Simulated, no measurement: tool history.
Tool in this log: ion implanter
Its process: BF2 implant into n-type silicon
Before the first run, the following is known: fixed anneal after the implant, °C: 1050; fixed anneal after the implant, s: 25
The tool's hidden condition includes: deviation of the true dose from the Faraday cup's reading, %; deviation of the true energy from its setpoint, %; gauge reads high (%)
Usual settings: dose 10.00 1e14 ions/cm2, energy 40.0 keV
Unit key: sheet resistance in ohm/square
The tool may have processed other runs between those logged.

run	hour	dose	energy	wafers since the last listed run	hours since the last dose calibration	hours since the extraction supply was calibrated	hours since the gauge calibration	read-back reference wafer on the same gauge, sheet resistance	sheet resistance
1	0.0	10.00	40.0	0	268.9	4436.9	275.1	111.09	125.29
2	71.3	10.00	40.0	1872	340.2	4508.2	346.4	110.98	124.73
3	102.8	10.00	29.5	827	371.7	4539.7	377.9	111.05	132.10
4	146.4	10.00	29.5	1144	415.3	4583.3	421.5	110.73	132.20
5	209.8	10.00	40.0	1664	478.7	4646.7	484.9	111.19	125.35
6	238.1	10.00	40.0	743	507.0	4675.0	513.2	110.83	125.25
7	281.5	10.00	40.0	1139	550.4	4718.4	556.6	110.80	127.96
# hour 297.8: Faraday cup replaced and dose calibrated
8	339.1	10.00	32.5	1302	41.3	4776.0	614.2	110.86	127.59
9	385.7	10.00	32.5	1223	87.9	4822.6	660.8	110.87	128.15
# hour 426.3: gauge calibrated
10	443.2	7.08	35.0	1509	145.4	4880.1	16.9	110.84	169.60
11	471.0	10.00	40.0	729	173.2	4907.9	44.7	110.98	122.38
12	523.3	7.33	40.0	1373	225.5	4960.2	97.0	110.61	163.87
13	552.5	7.47	53.5	766	254.7	4989.4	126.2	111.01	157.21
# hour 585.5: extraction supply calibrated
14	614.1	7.98	28.0	1407	316.3	28.6	187.8	111.00	159.38

Run 15 is up next; what results do you expect?
15	676.2	12.77	30.0	1630	378.4	90.7	249.9	?	?

read-back reference wafer on the same gauge, sheet resistance: 110.85
sheet resistance: 112.07 ohm/square
Take away the tool's hidden state, keep the run-to-run variation as it was, and the same run would have given sheet resistance 110.09 ohm/square.
